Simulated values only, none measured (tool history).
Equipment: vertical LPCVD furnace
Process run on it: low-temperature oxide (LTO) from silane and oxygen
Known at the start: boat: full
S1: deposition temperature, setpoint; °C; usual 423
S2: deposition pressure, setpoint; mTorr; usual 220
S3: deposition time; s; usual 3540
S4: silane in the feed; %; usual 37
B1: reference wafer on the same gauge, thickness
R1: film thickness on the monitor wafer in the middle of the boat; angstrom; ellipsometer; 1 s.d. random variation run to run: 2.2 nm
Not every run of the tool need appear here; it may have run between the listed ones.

run    hour   S1   S2    S3  S4      B1       R1
  1       0  423  265  3540  37  668.01   7248.6
  2    27.3  423  265  3540  37  669.21   7274.1
  3    57.7  423  195  3540  37  668.84   5341.7
  4      96  423  235  3540  37  669.61   6434.6
  5     168  423  235  3540  37  671.24   6475.2
  6   210.3  431  220  3540  37  672.08   6582.5
  7   363.1  423  220  3540  37  674.46   6065.3
  8   434.7  423  220  3540  37  674.77   6087.2
        476  -- thermocouples replaced and temperature profile calibrated
  9   476.5  426  220  3540  37  676.66   6291.7
      515.1  -- pressure gauge zeroed
      522.8  -- gauge calibrated
 10   533.2  426  220  3540  37  662.54   6146.4
 11   673.5  426  220  3540  37  661.48   6169.2
 12   729.7  423  265  2520  37   662.1   5133.1
      905.9  -- silane flow controller replaced
 13   916.2  414  235  3540  37  664.07   5781.3
 14   964.1  432  270  4050  37  664.16   9198.7
 15   994.4  423  220  3540  37  664.15   5984.9
 16  1046.8  423  170  3540  37   663.1   4627.4
 17  1090.5  423  220  3540  42  663.59   6896.3
 18    1126  414  220  3540  37  662.53   5441.8
 19    1152  423  270  3540  37  664.45   7341.4
 20  1203.3  423  220  4080  35  664.35   6448.2
 21  1255.8  432  270  4920  37  665.39  11226.3
 22  1313.1  423  220  3540  39   666.7   6350.3
 23  1383.8  423  220  3540  37  665.66   6002.5

Below are 3 alternative next runs, each starting from the tool's condition after run 23. Predict each:
  A  1389.5  423  220  3540  37   ?   ?
  B  1389.5  412  165  2130  39   ?   ?
  C  1389.5  416  220  3540  43   ?   ?

run      B1      R1
  A  666.67  6021.1
  B  666.67  2578.9
  C  666.67  6639.1
Take away the tool's hidden state, keep each run's random variation, and the runs would have read:
run      R1
  A    5964
  B  2554.4
  C  6576.1

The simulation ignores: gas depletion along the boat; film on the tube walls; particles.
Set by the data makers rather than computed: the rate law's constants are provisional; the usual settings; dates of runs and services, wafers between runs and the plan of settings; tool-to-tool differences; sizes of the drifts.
